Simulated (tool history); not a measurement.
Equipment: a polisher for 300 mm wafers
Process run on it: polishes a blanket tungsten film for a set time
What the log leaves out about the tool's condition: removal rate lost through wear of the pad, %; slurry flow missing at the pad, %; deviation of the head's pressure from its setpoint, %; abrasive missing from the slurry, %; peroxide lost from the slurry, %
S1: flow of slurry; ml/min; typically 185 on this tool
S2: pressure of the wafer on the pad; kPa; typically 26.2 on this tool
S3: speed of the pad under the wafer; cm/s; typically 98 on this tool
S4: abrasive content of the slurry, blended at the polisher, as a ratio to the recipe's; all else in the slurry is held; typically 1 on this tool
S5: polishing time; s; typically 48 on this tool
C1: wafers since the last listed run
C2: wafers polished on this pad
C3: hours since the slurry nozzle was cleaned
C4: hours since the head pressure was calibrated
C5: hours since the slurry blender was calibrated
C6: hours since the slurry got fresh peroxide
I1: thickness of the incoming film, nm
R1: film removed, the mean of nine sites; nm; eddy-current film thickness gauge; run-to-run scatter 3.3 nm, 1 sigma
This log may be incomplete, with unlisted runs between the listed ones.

{"run": 1, "day": 0.0, "S1": 185, "S2": 26.2, "S3": 98, "S4": 1, "S5": 48, "C1": 0, "C2": 1225, "C3": 162.6, "C4": 1168.6, "C5": 191.6, "C6": 12.2, "I1": 623.9, "R1": 208.5}
{"run": 2, "day": 1.467, "S1": 160, "S2": 21.4, "S3": 98, "S4": 1.25, "S5": 57, "C1": 410, "C2": 1635, "C3": 197.8, "C4": 1203.8, "C5": 226.8, "C6": 47.4, "I1": 623.5, "R1": 215.1}
{"run": 3, "day": 3.038, "S1": 230, "S2": 34.5, "S3": 98, "S4": 0.75, "S5": 48, "C1": 439, "C2": 2075, "C3": 235.5, "C4": 1241.5, "C5": 264.5, "C6": 85.1, "I1": 628.9, "R1": 254.9}
{"run": 4, "day": 8.438, "S1": 185, "S2": 26.2, "S3": 116, "S4": 1, "S5": 48, "C1": 1511, "C2": 3586, "C3": 365.1, "C4": 1371.1, "C5": 394.1, "C6": 214.7, "I1": 634.9, "R1": 222.6}
{"run": 5, "day": 9.817, "S1": 185, "S2": 26.2, "S3": 98, "S4": 1, "S5": 48, "C1": 386, "C2": 3972, "C3": 398.2, "C4": 1404.2, "C5": 427.2, "C6": 247.8, "I1": 618.2, "R1": 199.8}
{"run": 6, "day": 10.888, "S1": 185, "S2": 26.2, "S3": 98, "S4": 1, "S5": 48, "C1": 299, "C2": 4272, "C3": 423.9, "C4": 1429.9, "C5": 452.9, "C6": 273.5, "I1": 620.5, "R1": 202.4}
{"day": 12.225, "done": "slurry blender recalibrated"}
{"run": 7, "day": 12.871, "S1": 185, "S2": 26.2, "S3": 74, "S4": 1, "S5": 48, "C1": 531, "C2": 4804, "C3": 471.5, "C4": 1477.5, "C5": 15.5, "C6": 321.1, "I1": 627, "R1": 165.3}
{"day": 13.933, "done": "slurry nozzle cleaned"}
{"day": 16.421, "done": "worn pad replaced by a new one"}
{"run": 8, "day": 18.479, "S1": 185, "S2": 26.2, "S3": 98, "S4": 1, "S5": 48, "C1": 1511, "C2": 575, "C3": 109.1, "C4": 1612.1, "C5": 150.1, "C6": 455.7, "I1": 619.1, "R1": 194.6}
{"day": 19.625, "done": "head pressure recalibrated"}
{"run": 9, "day": 20.633, "S1": 185, "S2": 26.2, "S3": 122, "S4": 1, "S5": 48, "C1": 579, "C2": 1155, "C3": 160.8, "C4": 24.2, "C5": 201.8, "C6": 507.4, "I1": 631.1, "R1": 262.7}
{"day": 21.479, "done": "slurry tank refilled with fresh slurry and peroxide"}
{"run": 10, "day": 23.117, "S1": 185, "S2": 26.2, "S3": 98, "S4": 1.2, "S5": 48, "C1": 683, "C2": 1838, "C3": 220.4, "C4": 83.8, "C5": 261.4, "C6": 39.3, "I1": 636.3, "R1": 236}
{"run": 11, "day": 25.692, "S1": 185, "S2": 26.2, "S3": 98, "S4": 1, "S5": 48, "C1": 720, "C2": 2559, "C3": 282.2, "C4": 145.6, "C5": 323.2, "C6": 101.1, "I1": 633.6, "R1": 228.6}
{"run": 12, "day": 27.254, "S1": 185, "S2": 26.2, "S3": 98, "S4": 1.25, "S5": 48, "C1": 437, "C2": 2996, "C3": 319.7, "C4": 183.1, "C5": 360.7, "C6": 138.6, "I1": 621, "R1": 240}
{"run": 13, "day": 30.054, "S1": 215, "S2": 17.9, "S3": 126, "S4": 0.8, "S5": 48, "C1": 783, "C2": 3780, "C3": 386.9, "C4": 250.3, "C5": 427.9, "C6": 205.8, "I1": 631.3, "R1": 168.1}
{"day": 30.446, "done": "slurry blender recalibrated"}
{"run": 14, "day": 32.521, "S1": 185, "S2": 33.1, "S3": 86, "S4": 0.75, "S5": 58, "C1": 667, "C2": 4447, "C3": 446.1, "C4": 309.5, "C5": 49.8, "C6": 265, "I1": 621.3, "R1": 282.7}
{"day": 33.433, "done": "slurry nozzle cleaned"}
{"run": 15, "day": 34.446, "S1": 185, "S2": 26.2, "S3": 116, "S4": 1, "S5": 48, "C1": 527, "C2": 4974, "C3": 24.3, "C4": 355.7, "C5": 96, "C6": 311.2, "I1": 622.4, "R1": 246.3}
{"day": 35.483, "done": "worn pad replaced by a new one"}
{"run": 16, "day": 35.896, "S1": 185, "S2": 30.3, "S3": 98, "S4": 1, "S5": 48, "C1": 359, "C2": 115, "C3": 59.1, "C4": 390.5, "C5": 130.8, "C6": 346, "I1": 618.3, "R1": 256.4}
{"run": 17, "day": 40.067, "S1": 185, "S2": 26.2, "S3": 88, "S4": 1, "S5": 48, "C1": 1167, "C2": 1283, "C3": 159.2, "C4": 490.6, "C5": 230.9, "C6": 446.1, "I1": 636.9, "R1": 214.6}
{"run": 18, "day": 41.75, "S1": 185, "S2": 26.2, "S3": 98, "S4": 1, "S5": 48, "C1": 471, "C2": 1754, "C3": 199.6, "C4": 531, "C5": 271.3, "C6": 486.5, "I1": 623.9, "R1": 216}
{"day": 42.85, "done": "slurry tank refilled with fresh slurry and peroxide"}
{"run": 19, "day": 43.854, "S1": 185, "S2": 26.2, "S3": 98, "S4": 1, "S5": 48, "C1": 577, "C2": 2331, "C3": 250.1, "C4": 581.5, "C5": 321.8, "C6": 24.1, "I1": 628.6, "R1": 222.6}
{"run": 20, "day": 45.717, "S1": 185, "S2": 26.2, "S3": 98, "S4": 1, "S5": 48, "C1": 521, "C2": 2852, "C3": 294.8, "C4": 626.2, "C5": 366.5, "C6": 68.8, "I1": 637.4, "R1": 224.7}
{"day": 48.125, "done": "slurry blender recalibrated"}
{"run": 21, "day": 48.146, "S1": 140, "S2": 26.2, "S3": 78, "S4": 1.25, "S5": 48, "C1": 656, "C2": 3509, "C3": 353.1, "C4": 684.5, "C5": 0.5, "C6": 127.1, "I1": 632.8, "R1": 202.3}
{"day": 52.025, "done": "slurry nozzle cleaned"}
{"run": 22, "day": 55.021, "S1": 240, "S2": 26.2, "S3": 82, "S4": 1, "S5": 48, "C1": 1912, "C2": 5421, "C3": 71.9, "C4": 849.5, "C5": 165.5, "C6": 292.1, "I1": 632.5, "R1": 207.6}
{"day": 56.533, "done": "worn pad replaced by a new one"}
{"run": 23, "day": 57.171, "S1": 185, "S2": 31, "S3": 86, "S4": 0.85, "S5": 48, "C1": 555, "C2": 178, "C3": 123.5, "C4": 901.1, "C5": 217.1, "C6": 343.7, "I1": 634, "R1": 224.7}
{"run": 24, "day": 58.425, "S1": 185, "S2": 26.2, "S3": 98, "S4": 1, "S5": 48, "C1": 351, "C2": 529, "C3": 153.6, "C4": 931.2, "C5": 247.2, "C6": 373.8, "I1": 627.7, "R1": 215.7}
{"run": 25, "day": 60.425, "S1": 185, "S2": 26.2, "S3": 98, "S4": 1, "S5": 48, "C1": 559, "C2": 1089, "C3": 201.6, "C4": 979.2, "C5": 295.2, "C6": 421.8, "I1": 631, "R1": 216.7}

Branching from run 25: 5 alternative next runs. What would each branch give?
{"run": "A", "day": 60.442, "S1": 185, "S2": 26.2, "S3": 98, "S4": 1, "S5": 48, "C1": 4, "C2": 1094, "C3": 202, "C4": 979.6, "C5": 295.6, "C6": 422.2, "I1": 630.3, "R1": "?"}
{"run": "B", "day": 60.442, "S1": 120, "S2": 21.4, "S3": 98, "S4": 1, "S5": 48, "C1": 4, "C2": 1094, "C3": 202, "C4": 979.6, "C5": 295.6, "C6": 422.2, "I1": 630.3, "R1": "?"}
{"run": "C", "day": 60.442, "S1": 185, "S2": 29.6, "S3": 98, "S4": 1, "S5": 38, "C1": 4, "C2": 1094, "C3": 202, "C4": 979.6, "C5": 295.6, "C6": 422.2, "I1": 630.3, "R1": "?"}
{"run": "D", "day": 60.442, "S1": 210, "S2": 26.2, "S3": 98, "S4": 0.9, "S5": 57, "C1": 4, "C2": 1094, "C3": 202, "C4": 979.6, "C5": 295.6, "C6": 422.2, "I1": 630.3, "R1": "?"}
{"run": "E", "day": 60.442, "S1": 130, "S2": 34.5, "S3": 86, "S4": 1, "S5": 53, "C1": 4, "C2": 1094, "C3": 202, "C4": 979.6, "C5": 295.6, "C6": 422.2, "I1": 630.3, "R1": "?"}

run=A R1=212.5
run=B R1=158.9
run=C R1=190.4
run=D R1=247.5
run=E R1=267.4
With no hidden state in the tool, these same runs would have given:
run=A R1=224
run=B R1=167.4
run=C R1=200.7
run=D R1=260.9
run=E R1=281.8

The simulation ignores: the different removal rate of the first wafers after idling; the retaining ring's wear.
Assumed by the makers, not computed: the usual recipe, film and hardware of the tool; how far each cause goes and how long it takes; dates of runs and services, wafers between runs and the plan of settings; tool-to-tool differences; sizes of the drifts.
